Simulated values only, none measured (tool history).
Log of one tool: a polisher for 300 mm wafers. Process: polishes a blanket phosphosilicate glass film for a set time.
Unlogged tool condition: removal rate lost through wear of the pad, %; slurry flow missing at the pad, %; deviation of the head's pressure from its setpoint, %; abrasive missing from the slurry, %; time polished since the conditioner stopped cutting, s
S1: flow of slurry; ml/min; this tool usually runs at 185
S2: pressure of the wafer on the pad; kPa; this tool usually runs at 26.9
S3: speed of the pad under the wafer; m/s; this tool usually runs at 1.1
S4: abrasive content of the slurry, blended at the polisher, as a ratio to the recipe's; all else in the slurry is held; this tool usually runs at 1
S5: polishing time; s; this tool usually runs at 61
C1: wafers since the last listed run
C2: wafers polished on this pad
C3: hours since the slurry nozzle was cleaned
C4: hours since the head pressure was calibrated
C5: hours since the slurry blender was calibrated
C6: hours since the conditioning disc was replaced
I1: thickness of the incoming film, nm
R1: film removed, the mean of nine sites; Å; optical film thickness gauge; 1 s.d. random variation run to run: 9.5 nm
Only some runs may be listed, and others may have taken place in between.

run 1 hour=0 | S1=185 S2=26.9 S3=1.1 S4=1 S5=61 | C1=0 C2=421 C3=668 C4=1057.7 C5=453.3 C6=10.8 | I1=1997.7 | R1=7831
run 2 hour=7.9 | S1=185 S2=26.9 S3=1.18 S4=1 S5=52 | C1=102 C2=524 C3=675.9 C4=1065.6 C5=461.2 C6=18.7 | I1=2017.3 | R1=6912
run 3 hour=17.3 | S1=185 S2=26.9 S3=1.1 S4=1 S5=61 | C1=121 C2=646 C3=685.3 C4=1075 C5=470.6 C6=28.1 | I1=2008.9 | R1=7713
run 4 hour=34.7 | S1=185 S2=26.9 S3=1.1 S4=1 S5=61 | C1=225 C2=871 C3=702.7 C4=1092.4 C5=488 C6=45.5 | I1=1999.2 | R1=7725
run 5 hour=44.7 | S1=225 S2=26.9 S3=1.1 S4=1 S5=61 | C1=129 C2=1001 C3=712.7 C4=1102.4 C5=498 C6=55.5 | I1=1994.6 | R1=7946
-- hour=52.8 head pressure recalibrated
run 6 hour=56.9 | S1=185 S2=26.9 S3=1.26 S4=1 S5=61 | C1=132 C2=1134 C3=724.9 C4=4.1 C5=510.2 C6=67.7 | I1=1966 | R1=8321
-- hour=68.1 slurry blender recalibrated
run 7 hour=79 | S1=185 S2=26.9 S3=1.32 S4=1 S5=69 | C1=260 C2=1394 C3=747 C4=26.2 C5=10.9 C6=89.8 | I1=1980.8 | R1=9496
-- hour=88.8 worn pad replaced by a new one
run 8 hour=90.6 | S1=120 S2=20 S3=1.1 S4=1.25 S5=68 | C1=98 C2=23 C3=758.6 C4=37.8 C5=22.5 C6=101.4 | I1=2000.8 | R1=6291
run 9 hour=99.4 | S1=185 S2=26.9 S3=1.1 S4=0.8 S5=61 | C1=114 C2=137 C3=767.4 C4=46.6 C5=31.3 C6=110.2 | I1=1953.2 | R1=6556
run 10 hour=107.3 | S1=185 S2=31.7 S3=1.1 S4=1 S5=49 | C1=102 C2=239 C3=775.3 C4=54.5 C5=39.2 C6=118.1 | I1=1988.3 | R1=7190
run 11 hour=122.8 | S1=240 S2=17.2 S3=1.1 S4=1 S5=71 | C1=201 C2=441 C3=790.8 C4=70 C5=54.7 C6=133.6 | I1=1969.4 | R1=6009
run 12 hour=137.9 | S1=145 S2=26.9 S3=1.24 S4=1 S5=61 | C1=195 C2=636 C3=805.9 C4=85.1 C5=69.8 C6=148.7 | I1=2009.7 | R1=7771
run 13 hour=148.3 | S1=225 S2=26.9 S3=0.9 S4=0.8 S5=61 | C1=134 C2=771 C3=816.3 C4=95.5 C5=80.2 C6=159.1 | I1=2014.7 | R1=6102
-- hour=157.7 slurry nozzle cleaned
run 14 hour=163.3 | S1=185 S2=26.9 S3=0.88 S4=1 S5=77 | C1=181 C2=953 C3=5.6 C4=110.5 C5=95.2 C6=174.1 | I1=1998.8 | R1=9120
run 15 hour=169.4 | S1=185 S2=23.4 S3=1.1 S4=1 S5=43 | C1=79 C2=1032 C3=11.7 C4=116.6 C5=101.3 C6=180.2 | I1=1991.9 | R1=4967
run 16 hour=178.2 | S1=185 S2=26.9 S3=1.1 S4=1 S5=61 | C1=114 C2=1146 C3=20.5 C4=125.4 C5=110.1 C6=189 | I1=1994.5 | R1=8201
run 17 hour=194.4 | S1=245 S2=26.9 S3=1.1 S4=1 S5=61 | C1=210 C2=1357 C3=36.7 C4=141.6 C5=126.3 C6=205.2 | I1=1984.4 | R1=8586
run 18 hour=201.7 | S1=160 S2=26.9 S3=1.1 S4=1 S5=61 | C1=94 C2=1451 C3=44 C4=148.9 C5=133.6 C6=212.5 | I1=1982.4 | R1=8111
-- hour=207.5 worn pad replaced by a new one
run 19 hour=207.8 | S1=145 S2=26.9 S3=1.1 S4=1 S5=44 | C1=27 C2=4 C3=50.1 C4=155 C5=139.7 C6=218.6 | I1=1957.2 | R1=5754
-- hour=235.3 conditioning disc replaced and pad reconditioned
run 20 hour=235.9 | S1=160 S2=17.9 S3=1.1 S4=0.85 S5=61 | C1=338 C2=343 C3=78.2 C4=183.1 C5=167.8 C6=0.6 | I1=1982 | R1=4710
run 21 hour=242.8 | S1=185 S2=26.9 S3=1.1 S4=1 S5=61 | C1=89 C2=432 C3=85.1 C4=190 C5=174.7 C6=7.5 | I1=1998.5 | R1=8082
run 22 hour=252.8 | S1=185 S2=26.9 S3=1.1 S4=1.2 S5=61 | C1=129 C2=562 C3=95.1 C4=200 C5=184.7 C6=17.5 | I1=1973.4 | R1=9018
run 23 hour=264.2 | S1=185 S2=26.9 S3=1.1 S4=1 S5=61 | C1=147 C2=710 C3=106.5 C4=211.4 C5=196.1 C6=28.9 | I1=1990.7 | R1=8088
run 24 hour=279.3 | S1=155 S2=26.9 S3=0.9 S4=1 S5=46 | C1=195 C2=906 C3=121.6 C4=226.5 C5=211.2 C6=44 | I1=1999.9 | R1=5391
run 25 hour=286.6 | S1=185 S2=26.9 S3=1.1 S4=1 S5=61 | C1=94 C2=1000 C3=128.9 C4=233.8 C5=218.5 C6=51.3 | I1=2000.1 | R1=7907
-- hour=306.5 worn pad replaced by a new one
run 26 hour=335.5 | S1=185 S2=26.9 S3=1.1 S4=1 S5=41 | C1=582 C2=376 C3=177.8 C4=282.7 C5=267.4 C6=100.2 | I1=1974.8 | R1=5386

For some of the steps in R1 from one run to the next: how much would appear even if the tool had no hidden state, given the settings, what came in and random variation, and how much remains for the hidden state plus any gauge scatter that the measured result and the result without hidden state don't share?
Run 11 -> 12: S1 240 -> 145, S2 17.2 -> 26.9, S3 1.1 -> 1.24, S5 71 -> 61. R1 +1762 Å: hidden state -473, all else +2235.
Run 12 -> 13: S1 145 -> 225, S3 1.24 -> 0.9, S4 1 -> 0.8. R1 -1669 Å: hidden state +420, all else -2089.
Run 14 -> 15: S2 26.9 -> 23.4, S3 0.88 -> 1.1, S5 77 -> 43. R1 -4153 Å: hidden state +8, all else -4161.
Run 20 -> 21: S1 160 -> 185, S2 17.9 -> 26.9, S4 0.85 -> 1. R1 +3372 Å: hidden state -23, all else +3395.

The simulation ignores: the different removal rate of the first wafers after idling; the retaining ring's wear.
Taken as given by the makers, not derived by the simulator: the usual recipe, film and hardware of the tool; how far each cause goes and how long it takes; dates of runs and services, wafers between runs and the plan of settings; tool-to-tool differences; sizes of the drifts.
